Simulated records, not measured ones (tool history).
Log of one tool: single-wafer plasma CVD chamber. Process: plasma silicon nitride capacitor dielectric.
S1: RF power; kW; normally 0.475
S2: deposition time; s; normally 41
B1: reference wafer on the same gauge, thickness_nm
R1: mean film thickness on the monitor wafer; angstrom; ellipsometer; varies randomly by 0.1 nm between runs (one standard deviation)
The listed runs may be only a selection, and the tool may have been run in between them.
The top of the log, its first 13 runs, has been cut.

run	hour	S1	S2	B1	R1
14	148.1	0.475	41	68.42	560.59
# hour 160.7: RF generator calibrated
15	161.2	0.475	41	68.403	581.11
16	169.9	0.475	41	68.349	579.79
17	177.1	0.475	41	68.39	578.94
18	185.1	0.38	35.9	68.424	468.04
19	199.4	0.44	46.3	68.381	636.35
20	210.4	0.385	43.9	68.366	575.58
# hour 218.8: gauge calibrated
# hour 222.4: showerhead replaced
21	249	0.38	35.9	68.396	467.49
22	264.5	0.475	41	68.452	577.28
23	273.5	0.5	45.4	68.347	648.37
24	281.1	0.475	41	68.378	573.86
25	291.2	0.565	32.8	68.421	486.24
26	299.7	0.535	45.6	68.398	666.28
27	316.8	0.475	41	68.406	574.76
28	325.6	0.39	46.6	68.4	609.5
29	341.1	0.435	37.3	68.362	506.13
30	356.6	0.475	47.8	68.431	666.82
31	369.2	0.505	46.6	68.362	665.66
32	378.7	0.5	41	68.401	583.96
33	395.3	0.535	32.8	68.416	477.03

Below are 4 alternative next runs, each starting from the tool's condition after run 33. Predict each:
A	395.7	0.475	41	?	?
B	395.7	0.535	41	?	?
C	395.7	0.425	45.6	?	?
D	395.7	0.56	34	?	?

run	B1	R1
A	68.378	572.69
B	68.378	596.12
C	68.378	613.16
D	68.378	501.93
With no hidden state in the tool, these same runs would have given:
run	R1
A	581.83
B	605.63
C	622.95
D	509.94
